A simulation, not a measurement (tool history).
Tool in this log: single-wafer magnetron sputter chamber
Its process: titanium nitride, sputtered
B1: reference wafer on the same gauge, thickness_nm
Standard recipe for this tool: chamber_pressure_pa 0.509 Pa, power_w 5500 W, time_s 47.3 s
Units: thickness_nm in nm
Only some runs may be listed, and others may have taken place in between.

{"run": 1, "hour": 0.0, "chamber_pressure_pa": 0.509, "power_w": 5500, "time_s": 40.9, "B1": 49.688, "thickness_nm": 39.565}
{"run": 2, "hour": 25.6, "chamber_pressure_pa": 0.509, "power_w": 5500, "time_s": 40.9, "B1": 49.776, "thickness_nm": 39.893}
{"run": 3, "hour": 53.5, "chamber_pressure_pa": 0.509, "power_w": 5500, "time_s": 47.3, "B1": 49.86, "thickness_nm": 46.106}
{"run": 4, "hour": 82.2, "chamber_pressure_pa": 0.509, "power_w": 5500, "time_s": 47.3, "B1": 49.879, "thickness_nm": 45.651}
{"run": 5, "hour": 102.8, "chamber_pressure_pa": 0.509, "power_w": 6050, "time_s": 47.3, "B1": 50.006, "thickness_nm": 50.677}
{"run": 6, "hour": 129.2, "chamber_pressure_pa": 0.509, "power_w": 6050, "time_s": 47.3, "B1": 50.098, "thickness_nm": 51.043}
{"run": 7, "hour": 149.0, "chamber_pressure_pa": 0.509, "power_w": 6050, "time_s": 47.3, "B1": 50.166, "thickness_nm": 51.191}
{"run": 8, "hour": 161.3, "chamber_pressure_pa": 0.509, "power_w": 5500, "time_s": 47.3, "B1": 50.194, "thickness_nm": 46.186}
{"run": 9, "hour": 189.8, "chamber_pressure_pa": 0.509, "power_w": 5500, "time_s": 47.3, "B1": 50.236, "thickness_nm": 46.32}
{"run": 10, "hour": 205.7, "chamber_pressure_pa": 0.509, "power_w": 5500, "time_s": 47.3, "B1": 50.353, "thickness_nm": 46.781}
{"run": 11, "hour": 219.4, "chamber_pressure_pa": 0.509, "power_w": 5500, "time_s": 47.3, "B1": 50.427, "thickness_nm": 46.473}
{"run": 12, "hour": 232.8, "chamber_pressure_pa": 0.509, "power_w": 5500, "time_s": 47.3, "B1": 50.474, "thickness_nm": 46.39}
{"hour": 245.7, "done": "gauge calibrated"}
{"run": 13, "hour": 338.7, "chamber_pressure_pa": 0.509, "power_w": 5500, "time_s": 47.3, "B1": 49.119, "thickness_nm": 45.548}
{"run": 14, "hour": 361.7, "chamber_pressure_pa": 0.509, "power_w": 5500, "time_s": 47.3, "B1": 49.098, "thickness_nm": 45.31}
{"hour": 392.6, "done": "sputter target and shields replaced"}
{"run": 15, "hour": 393.1, "chamber_pressure_pa": 0.687, "power_w": 5000, "time_s": 41.6, "B1": 49.167, "thickness_nm": 33.967}

Run 16 is up next; what results do you expect?
{"run": 16, "hour": 405.8, "chamber_pressure_pa": 0.699, "power_w": 6650, "time_s": 47.3, "B1": "?", "thickness_nm": "?"}

{"run 16": {"B1": 49.215, "thickness_nm": 51.688}}
Take away the tool's hidden state, keep the run-to-run variation as it was, and the same run would have given thickness_nm 51.721 nm.
